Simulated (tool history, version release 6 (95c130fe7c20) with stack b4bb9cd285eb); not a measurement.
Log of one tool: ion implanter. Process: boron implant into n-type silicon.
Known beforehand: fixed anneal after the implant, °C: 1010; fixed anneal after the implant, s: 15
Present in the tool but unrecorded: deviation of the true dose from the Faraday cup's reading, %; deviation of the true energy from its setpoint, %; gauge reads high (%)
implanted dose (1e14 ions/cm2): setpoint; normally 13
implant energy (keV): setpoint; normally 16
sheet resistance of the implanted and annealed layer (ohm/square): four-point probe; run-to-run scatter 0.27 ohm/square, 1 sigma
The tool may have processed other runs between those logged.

| run | hour | implanted dose (1e14 ions/cm2) | implant energy (keV) | wafers since the last listed run | hours since the last dose calibration | hours since the extraction supply was calibrated | hours since the gauge calibration | read-back reference wafer on the same gauge, sheet resistance | sheet resistance of the implanted and annealed layer (ohm/square) |
|---|---|---|---|---|---|---|---|---|---|
| 1 | 0 | 13 | 16 | 0 | 440.9 | 4616.9 | 995.3 | 121.88 | 99.8 |
|  | 86.4 | gauge calibrated |
| 2 | 154.1 | 13 | 16 | 2646 | 595 | 4771 | 67.7 | 121.9 | 100.22 |
| 3 | 213.7 | 13 | 16 | 1023 | 654.6 | 4830.6 | 127.3 | 122.06 | 99.46 |
| 4 | 262 | 13 | 16 | 829 | 702.9 | 4878.9 | 175.6 | 122.05 | 99.65 |
| 5 | 353.5 | 13 | 14 | 1571 | 794.4 | 4970.4 | 267.1 | 121.98 | 103.63 |
| 6 | 422.9 | 13 | 14 | 1191 | 863.8 | 5039.8 | 336.5 | 122.05 | 102.98 |
| 7 | 527.9 | 13 | 14 | 1803 | 968.8 | 5144.8 | 441.5 | 122.16 | 102.78 |
| 8 | 604.6 | 13 | 16 | 1317 | 1045.5 | 5221.5 | 518.2 | 122.06 | 99.49 |
| 9 | 671 | 15.5 | 16 | 1140 | 1111.9 | 5287.9 | 584.6 | 122.04 | 90.02 |
| 10 | 743.3 | 13 | 19 | 1241 | 1184.2 | 5360.2 | 656.9 | 121.92 | 95.95 |
| 11 | 779.7 | 13 | 16 | 625 | 1220.6 | 5396.6 | 693.3 | 122.03 | 99.23 |
| 12 | 890.3 | 15.63 | 14 | 1899 | 1331.2 | 5507.2 | 803.9 | 121.98 | 93.39 |
|  | 923.5 | extraction supply calibrated |
| 13 | 1015.2 | 13 | 16 | 2007 | 1456.1 | 91.7 | 928.8 | 121.9 | 99.15 |
|  | 1073 | gauge calibrated |
| 14 | 1079 | 15.63 | 14 | 1095 | 1519.9 | 155.5 | 6 | 121.92 | 93.57 |
|  | 1124.8 | Faraday cup replaced and dose calibrated |
| 15 | 1139.6 | 12.02 | 12 | 903 | 14.8 | 216.1 | 66.6 | 121.98 | 115.46 |
| 16 | 1235.8 | 14.52 | 14 | 1652 | 111 | 312.3 | 162.8 | 122.04 | 98.88 |
| 17 | 1342.9 | 13 | 18 | 1839 | 218.1 | 419.4 | 269.9 | 121.94 | 99.05 |
| 18 | 1430.4 | 16.01 | 21.5 | 1502 | 305.6 | 506.9 | 357.4 | 121.96 | 83.56 |

Branching from run 18: 5 alternative next runs. What would each branch give?
| A | 1430.8 | 11.24 | 16 | 6 | 306 | 507.3 | 357.8 | ? | ? |
| B | 1430.8 | 9.35 | 13.5 | 6 | 306 | 507.3 | 357.8 | ? | ? |
| C | 1430.8 | 11.77 | 19 | 6 | 306 | 507.3 | 357.8 | ? | ? |
| D | 1430.8 | 10.31 | 18 | 6 | 306 | 507.3 | 357.8 | ? | ? |
| E | 1430.8 | 10.87 | 18 | 6 | 306 | 507.3 | 357.8 | ? | ? |

| run | read-back reference wafer on the same gauge, sheet resistance | sheet resistance of the implanted and annealed layer (ohm/square) |
|---|---|---|
| A | 122.03 | 111.42 |
| B | 122.03 | 131.32 |
| C | 122.03 | 104.94 |
| D | 122.03 | 116.94 |
| E | 122.03 | 112.23 |
With the hidden condition removed and each run's random variation left untouched, the same runs would have given:
| run | sheet resistance of the implanted and annealed layer (ohm/square) |
|---|---|
| A | 113.11 |
| B | 133.43 |
| C | 106.58 |
| D | 118.88 |
| E | 114.05 |
